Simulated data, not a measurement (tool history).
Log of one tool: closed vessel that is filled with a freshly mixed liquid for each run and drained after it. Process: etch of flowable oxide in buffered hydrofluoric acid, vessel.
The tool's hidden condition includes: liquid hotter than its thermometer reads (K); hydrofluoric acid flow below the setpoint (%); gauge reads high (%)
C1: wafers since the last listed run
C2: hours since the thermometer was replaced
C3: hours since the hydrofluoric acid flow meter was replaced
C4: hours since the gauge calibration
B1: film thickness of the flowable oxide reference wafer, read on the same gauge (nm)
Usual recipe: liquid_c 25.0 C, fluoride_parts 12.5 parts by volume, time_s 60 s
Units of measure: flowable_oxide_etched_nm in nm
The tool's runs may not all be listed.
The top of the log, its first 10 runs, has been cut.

Run 11, hour 232.1: usual settings; C1 1787; C2 3085.2; C3 125.9; C4 647.6; B1 59.11. Result: flowable_oxide_etched_nm 120.57 nm.
Run 12, hour 254.7: usual settings but liquid_c 22.5 C; C1 2525; C2 3107.8; C3 148.5; C4 670.2; B1 59.06. Result: flowable_oxide_etched_nm 105.53 nm.
Run 13, hour 277.2: usual settings; C1 2513; C2 3130.3; C3 171.0; C4 692.7; B1 59.02. Result: flowable_oxide_etched_nm 120.29 nm.
Run 14, hour 308.5: usual settings; C1 3497; C2 3161.6; C3 202.3; C4 724.0; B1 58.96. Result: flowable_oxide_etched_nm 119.44 nm.
Run 15, hour 325.3: usual settings; C1 1877; C2 3178.4; C3 219.1; C4 740.8; B1 58.92. Result: flowable_oxide_etched_nm 120.15 nm.
Run 16, hour 355.4: usual settings but fluoride_parts 17.0 parts by volume; C1 3363; C2 3208.5; C3 249.2; C4 770.9; B1 58.79. Result: flowable_oxide_etched_nm 88.70 nm.
Run 17, hour 372.8: usual settings but liquid_c 23.0 C, fluoride_parts 10.0 parts by volume, time_s 30 s; C1 1944; C2 3225.9; C3 266.6; C4 788.3; B1 58.79. Result: flowable_oxide_etched_nm 67.14 nm.
Run 18, hour 393.2: usual settings; C1 2279; C2 3246.3; C3 287.0; C4 808.7; B1 58.76. Result: flowable_oxide_etched_nm 119.82 nm.
Run 19, hour 420.4: usual settings but fluoride_parts 9.5 parts by volume, time_s 30 s; C1 3039; C2 3273.5; C3 314.2; C4 835.9; B1 58.65. Result: flowable_oxide_etched_nm 77.25 nm.
At hour 424.2: gauge calibrated.
Run 20, hour 442.2: usual settings but fluoride_parts 9.5 parts by volume; C1 2435; C2 3295.3; C3 336.0; C4 18.0; B1 59.91. Result: flowable_oxide_etched_nm 157.75 nm.
Run 21, hour 462.8: usual settings but fluoride_parts 8.5 parts by volume; C1 2301; C2 3315.9; C3 356.6; C4 38.6; B1 59.91. Result: flowable_oxide_etched_nm 172.92 nm.
Run 22, hour 474.9: usual settings; C1 1351; C2 3328.0; C3 368.7; C4 50.7; B1 59.88. Result: flowable_oxide_etched_nm 122.36 nm.
At hour 485.2: thermometer replaced.
Run 23, hour 492.6: usual settings but time_s 40 s; C1 1865; C2 7.4; C3 386.4; C4 68.4; B1 59.89. Result: flowable_oxide_etched_nm 81.25 nm.
Run 24, hour 514.6: usual settings but fluoride_parts 15.0 parts by volume, time_s 90 s; C1 2458; C2 29.4; C3 408.4; C4 90.4; B1 59.87. Result: flowable_oxide_etched_nm 153.80 nm.
Run 25, hour 546.7: usual settings but fluoride_parts 16.5 parts by volume; C1 3586; C2 61.5; C3 440.5; C4 122.5; B1 59.87. Result: flowable_oxide_etched_nm 93.45 nm.
Run 26, hour 566.7: usual settings; C1 2234; C2 81.5; C3 460.5; C4 142.5; B1 59.86. Result: flowable_oxide_etched_nm 122.74 nm.
Run 27, hour 583.4: usual settings but liquid_c 21.0 C, time_s 70 s; C1 1865; C2 98.2; C3 477.2; C4 159.2; B1 59.86. Result: flowable_oxide_etched_nm 114.36 nm.
Run 28, hour 607.2: usual settings but liquid_c 28.5 C, fluoride_parts 8.0 parts by volume, time_s 50 s; C1 2659; C2 122.0; C3 501.0; C4 183.0; B1 59.82. Result: flowable_oxide_etched_nm 185.75 nm.
Run 29, hour 636.1: usual settings but fluoride_parts 9.5 parts by volume, time_s 30 s; C1 3229; C2 150.9; C3 529.9; C4 211.9; B1 59.83. Result: flowable_oxide_etched_nm 79.14 nm.
Run 30, hour 650.1: usual settings but time_s 80 s; C1 1564; C2 164.9; C3 543.9; C4 225.9; B1 59.82. Result: flowable_oxide_etched_nm 163.09 nm.
Run 31, hour 680.5: usual settings but liquid_c 28.0 C, fluoride_parts 8.5 parts by volume, time_s 85 s; C1 3396; C2 195.3; C3 574.3; C4 256.3; B1 59.80. Result: flowable_oxide_etched_nm 290.02 nm.
Run 32, hour 707.7: usual settings but liquid_c 28.0 C, fluoride_parts 8.0 parts by volume; C1 3039; C2 222.5; C3 601.5; C4 283.5; B1 59.79. Result: flowable_oxide_etched_nm 216.87 nm.
Run 33, hour 732.5: usual settings; C1 2770; C2 247.3; C3 626.3; C4 308.3; B1 59.77. Result: flowable_oxide_etched_nm 122.22 nm.

Branching from run 33: 4 alternative next runs. What would each branch give?
Run A, hour 733.2: usual settings; C1 78; C2 248.0; C3 627.0; C4 309.0; B1 ?. Result: flowable_oxide_etched_nm ?.
Run B, hour 733.2: usual settings but liquid_c 26.5 C, fluoride_parts 9.0 parts by volume, time_s 50 s; C1 78; C2 248.0; C3 627.0; C4 309.0; B1 ?. Result: flowable_oxide_etched_nm ?.
Run C, hour 733.2: usual settings but liquid_c 21.5 C, fluoride_parts 16.5 parts by volume; C1 78; C2 248.0; C3 627.0; C4 309.0; B1 ?. Result: flowable_oxide_etched_nm ?.
Run D, hour 733.2: usual settings but liquid_c 27.0 C, fluoride_parts 8.5 parts by volume, time_s 90 s; C1 78; C2 248.0; C3 627.0; C4 309.0; B1 ?. Result: flowable_oxide_etched_nm ?.

run     B1  flowable_oxide_etched_nm
  A  59.77                    121.98
  B  59.77                    146.38
  C  59.77                     76.65
  D  59.77                    287.95
The same runs, with their run-to-run variation unchanged, on a tool lacking any hidden condition would have given:
run  flowable_oxide_etched_nm
  A                    122.49
  B                    146.99
  C                     76.97
  D                    289.15
